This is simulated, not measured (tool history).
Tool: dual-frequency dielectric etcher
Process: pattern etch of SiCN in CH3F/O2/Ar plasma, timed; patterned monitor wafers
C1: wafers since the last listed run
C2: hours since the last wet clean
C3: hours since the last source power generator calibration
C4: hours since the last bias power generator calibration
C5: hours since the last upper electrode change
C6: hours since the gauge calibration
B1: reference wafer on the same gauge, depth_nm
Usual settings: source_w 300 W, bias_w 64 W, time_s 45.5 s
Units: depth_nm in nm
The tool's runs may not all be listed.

Run 1, hour 0.0: usual settings; C1 0; C2 313.1; C3 1430.1; C4 4555.4; C5 6078.1; C6 354.4; B1 16.80. Result: depth_nm 15.11 nm.
Run 2, hour 35.4: usual settings; C1 293; C2 348.5; C3 1465.5; C4 4590.8; C5 6113.5; C6 389.8; B1 16.80. Result: depth_nm 15.09 nm.
Run 3, hour 73.8: usual settings; C1 318; C2 386.9; C3 1503.9; C4 4629.2; C5 6151.9; C6 428.2; B1 16.80. Result: depth_nm 15.04 nm.
Run 4, hour 109.3: usual settings; C1 294; C2 422.4; C3 1539.4; C4 4664.7; C5 6187.4; C6 463.7; B1 16.79. Result: depth_nm 15.16 nm.
Run 5, hour 135.5: usual settings; C1 217; C2 448.6; C3 1565.6; C4 4690.9; C5 6213.6; C6 489.9; B1 16.80. Result: depth_nm 15.11 nm.
At hour 200.5: wet clean of the chamber.
Run 6, hour 201.0: usual settings; C1 344; C2 0.5; C3 1631.1; C4 4756.4; C5 6279.1; C6 555.4; B1 16.81. Result: depth_nm 15.11 nm.
Run 7, hour 219.3: usual settings; C1 151; C2 18.8; C3 1649.4; C4 4774.7; C5 6297.4; C6 573.7; B1 16.82. Result: depth_nm 15.14 nm.
Run 8, hour 243.6: usual settings but source_w 270 W, time_s 50.0 s; C1 201; C2 43.1; C3 1673.7; C4 4799.0; C5 6321.7; C6 598.0; B1 16.81. Result: depth_nm 16.29 nm.
Run 9, hour 283.8: usual settings but source_w 270 W, time_s 50.0 s; C1 333; C2 83.3; C3 1713.9; C4 4839.2; C5 6361.9; C6 638.2; B1 16.81. Result: depth_nm 16.10 nm.
At hour 351.8: upper electrode replaced.
Run 10, hour 356.8: usual settings but source_w 270 W, time_s 50.0 s; C1 406; C2 156.3; C3 1786.9; C4 4912.2; C5 5.0; C6 711.2; B1 16.80. Result: depth_nm 16.20 nm.
Run 11, hour 416.5: usual settings; C1 495; C2 216.0; C3 1846.6; C4 4971.9; C5 64.7; C6 770.9; B1 16.80. Result: depth_nm 15.11 nm.
Run 12, hour 478.4: usual settings but bias_w 77 W; C1 514; C2 277.9; C3 1908.5; C4 5033.8; C5 126.6; C6 832.8; B1 16.80. Result: depth_nm 16.42 nm.
At hour 482.7: source power generator calibrated.
At hour 498.5: bias power generator calibrated.
Run 13, hour 530.9: usual settings; C1 369; C2 330.4; C3 48.2; C4 32.4; C5 179.1; C6 885.3; B1 16.81. Result: depth_nm 15.02 nm.
Run 14, hour 565.5: usual settings; C1 287; C2 365.0; C3 82.8; C4 67.0; C5 213.7; C6 919.9; B1 16.82. Result: depth_nm 15.08 nm.
At hour 598.8: gauge calibrated.
Run 15, hour 625.9: usual settings but bias_w 57 W; C1 501; C2 425.4; C3 143.2; C4 127.4; C5 274.1; C6 27.1; B1 16.80. Result: depth_nm 14.24 nm.
At hour 678.2: wet clean of the chamber.
Run 16, hour 678.7: usual settings but source_w 370 W, bias_w 77 W, time_s 50.0 s; C1 239; C2 0.5; C3 196.0; C4 180.2; C5 326.9; C6 79.9; B1 16.80. Result: depth_nm 18.99 nm.
Run 17, hour 698.5: usual settings but source_w 280 W, time_s 57.5 s; C1 164; C2 20.3; C3 215.8; C4 200.0; C5 346.7; C6 99.7; B1 16.79. Result: depth_nm 18.81 nm.
Run 18, hour 726.8: usual settings but time_s 33.0 s; C1 235; C2 48.6; C3 244.1; C4 228.3; C5 375.0; C6 128.0; B1 16.80. Result: depth_nm 10.90 nm.
Run 19, hour 775.8: usual settings; C1 406; C2 97.6; C3 293.1; C4 277.3; C5 424.0; C6 177.0; B1 16.80. Result: depth_nm 15.16 nm.
Run 20, hour 832.7: usual settings but source_w 240 W, time_s 40.5 s; C1 472; C2 154.5; C3 350.0; C4 334.2; C5 480.9; C6 233.9; B1 16.80. Result: depth_nm 12.81 nm.
Run 21, hour 886.7: usual settings; C1 448; C2 208.5; C3 404.0; C4 388.2; C5 534.9; C6 287.9; B1 16.79. Result: depth_nm 15.11 nm.
Run 22, hour 937.7: usual settings but source_w 350 W, time_s 34.5 s; C1 423; C2 259.5; C3 455.0; C4 439.2; C5 585.9; C6 338.9; B1 16.80. Result: depth_nm 11.87 nm.

3 ways to go on from here, each from the tool as it stands after run 22. What would each give?
Run A, hour 938.1: usual settings but time_s 56.5 s; C1 3; C2 259.9; C3 455.4; C4 439.6; C5 586.3; C6 339.3; B1 ?. Result: depth_nm ?.
Run B, hour 938.1: usual settings but time_s 33.5 s; C1 3; C2 259.9; C3 455.4; C4 439.6; C5 586.3; C6 339.3; B1 ?. Result: depth_nm ?.
Run C, hour 938.1: usual settings but time_s 35.0 s; C1 3; C2 259.9; C3 455.4; C4 439.6; C5 586.3; C6 339.3; B1 ?. Result: depth_nm ?.

run     B1  depth_nm
  A  16.79     18.69
  B  16.79     11.08
  C  16.79     11.58
Without the tool's hidden state the same runs would have given:
run  depth_nm
  A     18.69
  B     11.08
  C     11.58
